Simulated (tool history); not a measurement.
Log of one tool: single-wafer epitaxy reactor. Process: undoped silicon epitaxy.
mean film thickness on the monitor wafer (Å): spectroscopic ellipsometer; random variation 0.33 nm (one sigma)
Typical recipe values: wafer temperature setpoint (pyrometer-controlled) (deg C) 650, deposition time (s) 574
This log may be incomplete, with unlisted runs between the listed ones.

| run | day | wafer temperature setpoint (pyrometer-controlled) (deg C) | deposition time (s) | read-back reference wafer on the same gauge, thickness_nm | mean film thickness on the monitor wafer (Å) |
|---|---|---|---|---|---|
| 1 | 0.000 | 650 | 639 | 95.981 | 1286.75 |
| 2 | 0.350 | 655 | 574 | 96.025 | 1303.82 |
| 3 | 0.779 | 655 | 574 | 95.931 | 1306.64 |
| 4 | 1.204 | 655 | 574 | 95.985 | 1306.93 |
| 5 | 1.858 | 650 | 574 | 95.978 | 1158.41 |
| 6 | 2.512 | 650 | 574 | 96.147 | 1154.02 |
| 7 | 2.962 | 650 | 574 | 96.061 | 1151.19 |
| 8 | 3.304 | 650 | 574 | 95.914 | 1154.23 |
|  | 4.092 | pyrometer calibrated |
| 9 | 4.112 | 650 | 574 | 95.952 | 1047.30 |
| 10 | 4.150 | 650 | 574 | 95.938 | 1049.41 |
| 11 | 4.646 | 650 | 574 | 95.926 | 1049.42 |
| 12 | 5.217 | 650 | 685 | 95.998 | 1251.82 |
| 13 | 5.629 | 664 | 574 | 95.890 | 1481.25 |
|  | 6.004 | gauge calibrated |
| 14 | 6.325 | 661 | 625 | 95.932 | 1513.98 |
| 15 | 6.767 | 655 | 641 | 95.952 | 1343.73 |
| 16 | 7.071 | 650 | 574 | 96.118 | 1056.45 |
| 17 | 7.562 | 650 | 574 | 95.890 | 1063.64 |

Run 18, settings as shown, results not yet in. Your forecast:
| 18 | 8.167 | 663 | 478 | ? | ? |

read-back reference wafer on the same gauge, thickness_nm: 96.066
mean film thickness on the monitor wafer (Å): 1214.01
The same run, on a tool lacking any hidden state, would have yielded mean film thickness on the monitor wafer (Å) 1186.58.
